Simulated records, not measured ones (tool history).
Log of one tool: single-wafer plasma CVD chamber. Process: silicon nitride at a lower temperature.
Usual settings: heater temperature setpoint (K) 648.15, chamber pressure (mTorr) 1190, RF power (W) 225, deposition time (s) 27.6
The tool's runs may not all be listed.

run   hour  heater temperature setpoint (K)  chamber pressure (mTorr)  RF power (W)  deposition time (s)  read-back reference wafer on the same gauge, thickness_nm  mean film thickness on the monitor wafer (Å)
  1    0.0                           648.15                      1190           225                 27.6                                                     28.602                                        257.15
  2   63.3                           648.15                      1190           225                 27.6                                                     28.606                                        256.56
  3  112.3                           648.15                      1190           225                 27.6                                                     28.584                                        256.90
  4  141.2                           648.15                      1190           225                 27.6                                                     28.623                                        256.13
  5  199.6                           648.15                      1190           200                 27.6                                                     28.599                                        229.70
  6  250.6                           648.15                      1190           200                 27.6                                                     28.588                                        228.79
  7  291.8                           648.15                      1190           200                 27.6                                                     28.563                                        228.75
  8  322.1                           648.15                      1190           225                 27.6                                                     28.591                                        253.88
  9  363.5                           657.15                      1190           225                 27.6                                                     28.611                                        252.75
     416.0  -- capacitance manometer re-zeroed and calibrated
 10  416.5                           648.15                      1190           225                 27.6                                                     28.581                                        253.12
 11  446.0                           648.15                      1190           225                 27.6                                                     28.576                                        251.50
 12  473.3                           633.15                      1190           240                 33.1                                                     28.623                                        321.22
     489.4  -- showerhead replaced
     504.9  -- gauge calibrated
     521.7  -- thermocouple changed; heater temperature recalibrated
 13  522.2                           648.15                      1190           225                 27.6                                                     28.595                                        251.96
 14  552.8                           648.15                      1190           225                 25.6                                                     28.610                                        231.82
     603.6  -- RF generator calibrated
 15  617.9                           648.15                      1190           270                 23.0                                                     28.572                                        246.75
 16  657.6                           661.15                      1360           255                 24.4                                                     28.619                                        265.00
 17  717.9                           648.15                       980           185                 31.5                                                     28.622                                        218.75
 18  753.5                           643.15                       960           225                 27.6                                                     28.608                                        224.78
 19  782.5                           640.15                      1190           225                 30.2                                                     28.632                                        279.57

Measured less the same run without the tool's hidden state. The same run-to-run variation is in both; the gauge's scatter may not be:
The hidden state here: wafer temperature above the value expected at the setpoint (K); delivered RF power above the setpoint (%); true pressure above the setpoint (%); gauge reads high (%).
run  mean film thickness on the monitor wafer (Å)
  1                                         -0.51
  2                                         -0.81
  3                                         -1.12
  4                                         -1.32
  5                                         -1.64
  6                                         -2.09
  7                                         -2.50
  8                                         -3.15
  9                                         -3.68
 10                                         -4.46
 11                                         -4.90
 12                                         -6.51
 13                                         -6.22
 14                                         -6.26
 15                                         -2.15
 16                                         -2.43
 17                                         -2.33
 18                                         -2.40
 19                                         -3.12

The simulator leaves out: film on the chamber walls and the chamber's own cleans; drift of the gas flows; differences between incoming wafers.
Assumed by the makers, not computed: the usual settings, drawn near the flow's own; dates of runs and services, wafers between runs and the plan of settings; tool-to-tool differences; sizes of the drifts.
